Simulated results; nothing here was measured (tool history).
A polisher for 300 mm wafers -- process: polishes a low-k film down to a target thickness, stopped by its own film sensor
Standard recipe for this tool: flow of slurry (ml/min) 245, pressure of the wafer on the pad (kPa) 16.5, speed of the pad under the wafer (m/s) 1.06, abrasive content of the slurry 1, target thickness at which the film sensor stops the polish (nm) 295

run	hour	flow of slurry (ml/min)	pressure of the wafer on the pad (kPa)	speed of the pad under the wafer (m/s)	abrasive content of the slurry	target thickness at which the film sensor stops the polish (nm)	incoming thickness of the incoming film, nm	time until the film sensor stopped the polish (s)
1	0	180	16.5	1.06	1	295	371.4	137.3
2	13.3	180	16.5	1.06	1	295	370	139.1
# hour 17.4: worn pad replaced by a new one
3	25.3	180	16.5	1.06	1	295	369.9	125.5
4	40.9	245	16.5	1.06	1	295	375.1	134
5	48.9	245	16.5	1.06	1	295	375.3	135.7
6	63.6	245	16.5	1.06	1	279	362.1	142.4
# hour 72.1: conditioning disc replaced and pad reconditioned
# hour 79.6: worn pad replaced by a new one, of another model than before
# hour 82.1: slurry blender recalibrated
7	82.6	245	16.5	1.06	1	279	371.2	152.8
8	86.6	245	16.5	1.06	1	295	368.3	122.9
9	93	245	16.5	1.06	1	295	369.8	122.9
10	105.2	245	16.5	1.06	1	295	367	121.3
11	112.3	215	21.4	0.96	1	295	370.7	112.8
12	129.7	245	16.5	1.06	1	315	370.8	97.8
# hour 133.8: slurry nozzle cleaned
# hour 144.4: worn pad replaced by a new one
13	144.9	245	14.5	1.06	1.2	295	371.3	129.4
14	148.5	245	16.5	1.36	1	295	371.8	108.1
# hour 152.7: head pressure recalibrated
15	158.2	245	16.5	1.06	1	295	372.8	126.3
16	170.3	245	16.5	1.06	1	295	365.6	117.3
17	176.3	245	20	1.06	1	295	373.9	112.4
18	183.4	245	16.5	1.18	1.2	295	368.7	112.4
19	198.6	215	16.5	0.8	1	295	372.7	159.6
20	209.9	245	16.5	1.06	0.9	295	374.1	152.9

Below are 5 alternative next runs, each starting from the tool's condition after run 20. Predict each:
A	210.4	245	16.5	1.06	1	295	374.7	?
B	210.4	245	13.1	1.06	1	295	374.7	?
C	210.4	245	16.5	1.06	1	272	374.7	?
D	210.4	245	16.5	1.06	1	269	374.7	?
E	210.4	265	21.4	1.06	1	295	374.7	?

run	time until the film sensor stopped the polish (s)
A	149.9
B	185.1
C	193.1
D	198.8
E	116.9
Without the tool's unlogged condition, the same runs would have read:
run	time until the film sensor stopped the polish (s)
A	130.9
B	161.7
C	168.7
D	173.6
E	102.1

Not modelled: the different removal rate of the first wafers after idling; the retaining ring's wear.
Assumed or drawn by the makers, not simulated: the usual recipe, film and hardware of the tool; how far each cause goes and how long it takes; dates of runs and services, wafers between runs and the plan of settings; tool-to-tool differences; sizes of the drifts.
